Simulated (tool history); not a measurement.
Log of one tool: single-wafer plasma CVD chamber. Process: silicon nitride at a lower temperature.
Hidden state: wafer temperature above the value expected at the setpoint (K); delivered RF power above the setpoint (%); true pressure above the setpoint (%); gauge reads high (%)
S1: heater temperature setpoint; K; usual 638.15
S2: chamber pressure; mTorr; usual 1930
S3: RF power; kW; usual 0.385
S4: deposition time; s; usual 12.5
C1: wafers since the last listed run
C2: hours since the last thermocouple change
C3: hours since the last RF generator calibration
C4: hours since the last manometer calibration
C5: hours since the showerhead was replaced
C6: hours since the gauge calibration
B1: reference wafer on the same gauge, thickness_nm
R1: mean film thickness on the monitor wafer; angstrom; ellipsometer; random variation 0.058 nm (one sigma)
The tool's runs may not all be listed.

run    hour      S1    S2     S3    S4    C1      C2      C3      C4      C5     C6      B1      R1
  1     0.0  638.15  1930  0.385  12.5     0  1997.0  1208.3  1213.1  5368.4  969.0  22.063  188.66
       22.9  -- gauge calibrated
  2    73.1  638.15  1930  0.385  12.5  1560  2070.1  1281.4  1286.2  5441.5   50.2  22.587  194.28
       89.1  -- capacitance manometer re-zeroed and calibrated
  3   265.7  638.15  1930  0.385  12.5  3940  2262.7  1474.0   176.6  5634.1  242.8  22.477  194.22
  4   372.9  638.15  1930  0.385  12.5  2288  2369.9  1581.2   283.8  5741.3  350.0  22.427  193.62
  5   475.7  630.15  1930  0.385  12.5  2194  2472.7  1684.0   386.6  5844.1  452.8  22.365  192.82
  6   578.3  630.15  1930  0.385  12.5  2189  2575.3  1786.6   489.2  5946.7  555.4  22.314  193.49
      634.6  -- showerhead replaced
      647.3  -- thermocouple changed; heater temperature recalibrated
  7   752.0  638.15  1930  0.385  12.5  3365   104.7  1960.3   662.9   117.4  729.1  22.270  191.44
  8   839.3  638.15  1930  0.385  12.5  1863   192.0  2047.6   750.2   204.7  816.4  22.218  191.31
  9   880.7  638.15  1930  0.385  12.5   883   233.4  2089.0   791.6   246.1  857.8  22.164  190.98
     1021.9  -- gauge calibrated
 10  1109.1  638.15  1930  0.455  12.5  4874   461.8  2317.4  1020.0   474.5   87.2  22.573  222.41
     1277.8  -- capacitance manometer re-zeroed and calibrated
 11  1331.3  642.15  1930  0.385  12.5  4571   684.0  2539.6    53.5   696.7  309.4  22.463  192.05
     1402.3  -- RF generator calibrated
 12  1419.7  638.15  1930  0.460  10.4  1716   772.4    17.4   141.9   785.1  397.8  22.424  185.71
 13  1513.4  638.15  1930  0.385  12.5  1999   866.1   111.1   235.6   878.8  491.5  22.344  192.71
 14  1718.0  638.15  1930  0.385  12.5  4366  1070.7   315.7   440.2  1083.4  696.1  22.256  191.73

The next listed run, before its measurement:
 15  1765.3  638.15  1930  0.385  12.5  1009  1118.0  363.0  487.5  1130.7  743.4   ?   ?

Run 15 gave B1 22.246, R1 191.47 angstrom.
Without the tool's hidden state the same run would have given R1 194.50 angstrom.

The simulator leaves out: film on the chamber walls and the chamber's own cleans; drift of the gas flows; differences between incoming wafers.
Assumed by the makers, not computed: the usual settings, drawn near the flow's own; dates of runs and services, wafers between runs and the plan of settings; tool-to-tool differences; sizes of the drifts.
